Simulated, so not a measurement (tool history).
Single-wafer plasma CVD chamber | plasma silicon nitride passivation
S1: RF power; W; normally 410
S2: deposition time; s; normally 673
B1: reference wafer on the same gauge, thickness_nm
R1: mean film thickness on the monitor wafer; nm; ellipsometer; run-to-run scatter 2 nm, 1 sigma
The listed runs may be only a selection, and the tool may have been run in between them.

run,hour,S1,S2,B1,R1
1,0,410,739,1114.343,1060.132
2,25.2,410,739,1113.52,1055.913
3,37.7,410,673,1114.677,961.383
4,72.5,410,673,1113.407,964.373
5,98,410,673,1114.163,958.522
6,114,410,673,1114.12,958.877
7,128.5,470,707,1113.599,1060.405
8,162.7,470,707,1112.872,1055.492
9,193.3,470,707,1114.183,1053.844
10,205.8,410,673,1113.378,961.401
11,254.7,410,673,1114.512,956.625
12,271.8,410,673,1113.527,954.919
13,298.8,410,673,1113.841,955.448
# hour 311.7: gauge calibrated
14,329.1,410,673,1113.058,956.388
15,342.7,410,673,1114.875,956.011
16,356.3,410,673,1113.788,952.834
17,422.5,410,673,1114.196,952.849
18,436.3,410,673,1114.94,954.928
19,449,410,673,1114.803,951.954
20,471.1,380,673,1114.141,924.766
21,491.4,480,717,1113.772,1074.73
# hour 503.6: RF generator calibrated
22,508.1,440,712,1114.537,1055.592
23,526.1,455,597,1114.193,893.558
24,553.9,350,712,1113.622,964.735
25,572.9,350,775,1114.026,1052.184
26,586.7,465,708,1115.159,1072.353
27,616.8,460,772,1113.688,1158.163
28,665.7,375,581,1113.958,809.252
# hour 678.7: showerhead replaced
29,686.6,395,734,1113.33,1036.514
30,711,410,673,1113.723,969.459
31,725.1,470,599,1114.496,906.162
32,758.6,410,673,1114.929,962.399
33,781.3,410,673,1113.876,963.619
34,814.6,410,673,1114.33,966.733
35,850.1,365,732,1115.024,1004.736
36,874.6,410,673,1113.601,958.952
37,890.1,460,744,1113.472,1106.843
38,938.3,410,568,1114.128,810.429
39,971.5,440,558,1113.697,813.257
40,991.8,445,543,1114.087,798.7
41,1005.8,340,590,1114.831,780.095
42,1023,350,775,1114.743,1037.988
43,1068.9,485,673,1113.71,1018.606

Predict each of these 5 candidate next runs independently; none follows another, all start after run 43:
A,1069.5,410,673,?,?
B,1069.5,470,673,?,?
C,1069.5,460,673,?,?
D,1069.5,450,637,?,?
E,1069.5,490,553,?,?

run,B1,R1
A,1113.013,960.361
B,1113.013,1009.277
C,1113.013,1001.506
D,1113.013,940.443
E,1113.013,841.755
Without the tool's unlogged condition, the same runs would have read:
run,R1
A,977.211
B,1026.985
C,1019.078
D,956.943
E,856.523

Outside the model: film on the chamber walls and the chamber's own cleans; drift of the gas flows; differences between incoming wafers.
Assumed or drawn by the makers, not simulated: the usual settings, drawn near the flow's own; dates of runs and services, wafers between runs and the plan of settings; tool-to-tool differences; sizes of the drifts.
